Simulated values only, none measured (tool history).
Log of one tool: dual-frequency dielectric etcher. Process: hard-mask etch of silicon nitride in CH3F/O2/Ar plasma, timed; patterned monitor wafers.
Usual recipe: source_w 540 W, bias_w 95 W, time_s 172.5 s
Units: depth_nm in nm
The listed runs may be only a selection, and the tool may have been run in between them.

run,hour,source_w,bias_w,time_s,wafers since the last listed run,hours since the last wet clean,hours since the last source power generator calibration,hours since the last bias power generator calibration,hours since the last upper electrode change,hours since the gauge calibration,"read-back reference wafer on the same gauge, depth_nm",depth_nm
1,0,540,82,172.5,0,30.1,1395.9,3057.8,1031.1,1971.9,143.2,135
2,88.1,540,95,172.5,755,118.2,1484,3145.9,1119.2,2060,142.9,141
3,158.4,540,95,172.5,603,188.5,1554.3,3216.2,1189.5,2130.3,142.9,140.4
4,260,480,81,172.5,871,290.1,1655.9,3317.8,1291.1,2231.9,143,127.6
5,346.3,480,81,172.5,740,376.4,1742.2,3404.1,1377.4,2318.2,142.7,125.4
# hour 374.1: source power generator calibrated
6,427.4,540,95,203,661,457.5,53.3,3485.2,1458.5,2399.3,142.8,165.4
7,491.6,540,95,203,550,521.7,117.5,3549.4,1522.7,2463.5,142.7,165.2
# hour 556.7: wet clean of the chamber
8,576,540,95,203,518,19.3,201.9,3633.8,1607.1,2547.9,142.8,165.3
# hour 580.3: gauge calibrated
9,666.3,490,84,172.5,774,109.6,292.2,3724.1,1697.4,86,153.3,140.6
10,715.9,490,109,134.5,425,159.2,341.8,3773.7,1747,135.6,152.4,118.1
11,807.5,540,95,172.5,785,250.8,433.4,3865.3,1838.6,227.2,151.8,148.7
12,855.5,540,87,172.5,411,298.8,481.4,3913.3,1886.6,275.2,151.1,142.4
13,908.8,460,116,172.5,457,352.1,534.7,3966.6,1939.9,328.5,149.9,150
# hour 983.5: bias power generator calibrated
14,1008.7,540,95,172.5,822,452,634.6,25.2,2039.8,428.4,149.3,145.9
15,1071,610,104,121.5,534,514.3,696.9,87.5,2102.1,490.7,148.9,111.3
16,1109.9,610,95,140.5,333,553.2,735.8,126.4,2141,529.6,148.6,124.1
# hour 1165.4: wet clean of the chamber
17,1184.9,540,116,155.5,437,19.5,810.8,201.4,2216,604.6,147.8,139.2
18,1285,580,95,211.5,858,119.6,910.9,301.5,2316.1,704.7,147.2,182.2
# hour 1309.8: upper electrode replaced
19,1324,460,95,202,128,158.6,949.9,340.5,14.2,743.7,147,161.1
20,1386.3,640,95,134.5,534,220.9,1012.2,402.8,76.5,806,146.6,118.3
21,1448.4,650,95,193.5,532,283,1074.3,464.9,138.6,868.1,146.4,172.8
22,1517,650,95,172.5,588,351.6,1142.9,533.5,207.2,936.7,145.8,154.3
23,1606.3,540,82,219,766,440.9,1232.2,622.8,296.5,1026,145.3,173.7
24,1654.5,540,95,172.5,413,489.1,1280.4,671,344.7,1074.2,145.3,143.1
25,1703.9,540,95,172.5,423,538.5,1329.8,720.4,394.1,1123.6,145,141
# hour 1788.1: wet clean of the chamber
26,1788.6,680,103,155,520,0.5,1414.5,805.1,478.8,1208.3,145.1,142.5
27,1819.5,540,95,172.5,265,31.4,1445.4,836,509.7,1239.2,144.5,142.6
28,1877.1,440,75,124.5,494,89,1503,893.6,567.3,1296.8,144.7,88.5

5 ways to go on from here, each from the tool as it stands after run 28. What would each give?
A,1877.6,540,95,172.5,4,89.5,1503.5,894.1,567.8,1297.3,?,?
B,1877.6,540,95,199,4,89.5,1503.5,894.1,567.8,1297.3,?,?
C,1877.6,420,72,172.5,4,89.5,1503.5,894.1,567.8,1297.3,?,?
D,1877.6,420,95,172.5,4,89.5,1503.5,894.1,567.8,1297.3,?,?
E,1877.6,440,83,187,4,89.5,1503.5,894.1,567.8,1297.3,?,?

run,"read-back reference wafer on the same gauge, depth_nm",depth_nm
A,144.7,141.7
B,144.7,163.5
C,144.7,118
D,144.7,129.6
E,144.7,136.3
Without the tool's hidden state the same runs would have given:
run,depth_nm
A,150.9
B,174.1
C,125.6
D,138
E,145.2
